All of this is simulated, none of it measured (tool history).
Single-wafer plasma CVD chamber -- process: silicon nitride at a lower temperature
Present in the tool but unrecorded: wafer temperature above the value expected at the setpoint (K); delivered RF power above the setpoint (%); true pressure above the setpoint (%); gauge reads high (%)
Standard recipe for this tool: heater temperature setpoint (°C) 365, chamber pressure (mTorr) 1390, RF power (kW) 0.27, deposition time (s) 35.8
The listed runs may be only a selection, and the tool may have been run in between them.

| run | hour | heater temperature setpoint (°C) | chamber pressure (mTorr) | RF power (kW) | deposition time (s) | wafers since the last listed run | hours since the last thermocouple change | hours since the last RF generator calibration | hours since the last manometer calibration | hours since the showerhead was replaced | hours since the gauge calibration | read-back reference wafer on the same gauge, thickness_nm | mean film thickness on the monitor wafer (angstrom) |
|---|---|---|---|---|---|---|---|---|---|---|---|---|---|
| 1 | 0 | 365 | 1390 | 0.27 | 35.8 | 0 | 327.8 | 1752.4 | 860.7 | 4260.5 | 818.6 | 24.977 | 295.2 |
| 2 | 35.6 | 365 | 1390 | 0.27 | 35.8 | 974 | 363.4 | 1788 | 896.3 | 4296.1 | 854.2 | 25.009 | 293.38 |
| 3 | 86.4 | 365 | 1390 | 0.27 | 35.8 | 1390 | 414.2 | 1838.8 | 947.1 | 4346.9 | 905 | 24.995 | 294.58 |
| 4 | 111.7 | 365 | 1390 | 0.27 | 35.8 | 692 | 439.5 | 1864.1 | 972.4 | 4372.2 | 930.3 | 25.001 | 294.44 |
| 5 | 150.7 | 365 | 1530 | 0.27 | 35.8 | 1067 | 478.5 | 1903.1 | 1011.4 | 4411.2 | 969.3 | 24.973 | 298.01 |
| 6 | 213 | 365 | 1530 | 0.27 | 35.8 | 1705 | 540.8 | 1965.4 | 1073.7 | 4473.5 | 1031.6 | 25.01 | 298.46 |
| 7 | 259 | 365 | 1390 | 0.27 | 35.8 | 1259 | 586.8 | 2011.4 | 1119.7 | 4519.5 | 1077.6 | 25 | 291.54 |
| 8 | 307.5 | 365 | 1390 | 0.27 | 35.8 | 1327 | 635.3 | 2059.9 | 1168.2 | 4568 | 1126.1 | 25.004 | 291.5 |
| 9 | 490.9 | 365 | 1390 | 0.27 | 35.8 | 5021 | 818.7 | 2243.3 | 1351.6 | 4751.4 | 1309.5 | 25.014 | 288.2 |
|  | 541 | capacitance manometer re-zeroed and calibrated |
|  | 542.5 | gauge calibrated |
| 10 | 551.1 | 365 | 1390 | 0.27 | 35.8 | 1429 | 878.9 | 2303.5 | 10.1 | 4811.6 | 8.6 | 24.988 | 286.5 |
| 11 | 600.7 | 365 | 1390 | 0.27 | 35.8 | 1357 | 928.5 | 2353.1 | 59.7 | 4861.2 | 58.2 | 25.006 | 286.26 |
| 12 | 665.9 | 365 | 1390 | 0.27 | 38.5 | 1785 | 993.7 | 2418.3 | 124.9 | 4926.4 | 123.4 | 25.007 | 304.28 |
| 13 | 726.1 | 365 | 1390 | 0.27 | 38.5 | 1648 | 1053.9 | 2478.5 | 185.1 | 4986.6 | 183.6 | 25.011 | 302.52 |
|  | 750.4 | thermocouple changed; heater temperature recalibrated |
|  | 757.4 | showerhead replaced |
|  | 762.2 | RF generator calibrated |
| 14 | 791.2 | 365 | 1680 | 0.315 | 32.6 | 1239 | 40.8 | 29 | 250.2 | 33.8 | 248.7 | 25.009 | 329 |
| 15 | 824.7 | 365 | 1390 | 0.24 | 35.8 | 917 | 74.3 | 62.5 | 283.7 | 67.3 | 282.2 | 24.98 | 270.39 |
| 16 | 876.7 | 365 | 1390 | 0.27 | 35.8 | 1423 | 126.3 | 114.5 | 335.7 | 119.3 | 334.2 | 24.987 | 306.8 |
| 17 | 902.1 | 372 | 1690 | 0.22 | 38.4 | 695 | 151.7 | 139.9 | 361.1 | 144.7 | 359.6 | 25.011 | 270.75 |
| 18 | 931.2 | 365 | 1390 | 0.27 | 33.1 | 796 | 180.8 | 169 | 390.2 | 173.8 | 388.7 | 25.001 | 282.32 |
| 19 | 1002.4 | 365 | 1180 | 0.32 | 33.2 | 1949 | 252 | 240.2 | 461.4 | 245 | 459.9 | 24.998 | 320.84 |
| 20 | 1070.3 | 365 | 1390 | 0.27 | 42.6 | 1859 | 319.9 | 308.1 | 529.3 | 312.9 | 527.8 | 25.015 | 360.7 |
| 21 | 1141.2 | 365 | 1390 | 0.27 | 35.8 | 1941 | 390.8 | 379 | 600.2 | 383.8 | 598.7 | 24.982 | 302.28 |
| 22 | 1204.7 | 365 | 1610 | 0.27 | 35.8 | 1738 | 454.3 | 442.5 | 663.7 | 447.3 | 662.2 | 25.002 | 309.46 |
| 23 | 1257.2 | 365 | 1180 | 0.255 | 38.8 | 1437 | 506.8 | 495 | 716.2 | 499.8 | 714.7 | 24.994 | 305.33 |
| 24 | 1317 | 358 | 1220 | 0.22 | 32.2 | 1637 | 566.6 | 554.8 | 776 | 559.6 | 774.5 | 24.997 | 216.02 |
| 25 | 1345.5 | 365 | 1390 | 0.27 | 35.8 | 780 | 595.1 | 583.3 | 804.5 | 588.1 | 803 | 25.008 | 303.37 |
| 26 | 1373.4 | 365 | 1390 | 0.27 | 38.6 | 763 | 623 | 611.2 | 832.4 | 616 | 830.9 | 24.994 | 324.59 |
| 27 | 1441.1 | 369 | 1580 | 0.27 | 35.8 | 1853 | 690.7 | 678.9 | 900.1 | 683.7 | 898.6 | 25.009 | 311.02 |

Branching from run 27: 5 alternative next runs. What would each branch give?
| A | 1441.5 | 365 | 1390 | 0.31 | 35.8 | 10 | 691.1 | 679.3 | 900.5 | 684.1 | 899 | ? | ? |
| B | 1441.5 | 365 | 1210 | 0.29 | 35.8 | 10 | 691.1 | 679.3 | 900.5 | 684.1 | 899 | ? | ? |
| C | 1441.5 | 365 | 1630 | 0.29 | 35.8 | 10 | 691.1 | 679.3 | 900.5 | 684.1 | 899 | ? | ? |
| D | 1441.5 | 379 | 1390 | 0.27 | 35.8 | 10 | 691.1 | 679.3 | 900.5 | 684.1 | 899 | ? | ? |
| E | 1441.5 | 352 | 1390 | 0.27 | 40.9 | 10 | 691.1 | 679.3 | 900.5 | 684.1 | 899 | ? | ? |

| run | read-back reference wafer on the same gauge, thickness_nm | mean film thickness on the monitor wafer (angstrom) |
|---|---|---|
| A | 25.001 | 340.23 |
| B | 25.001 | 314.33 |
| C | 25.001 | 328.06 |
| D | 25.001 | 298.03 |
| E | 25.001 | 343.58 |
Stripped of hidden state, with their random variation kept, the same runs would have yielded:
| run | mean film thickness on the monitor wafer (angstrom) |
|---|---|
| A | 346.36 |
| B | 320.16 |
| C | 334.15 |
| D | 303.75 |
| E | 350.18 |
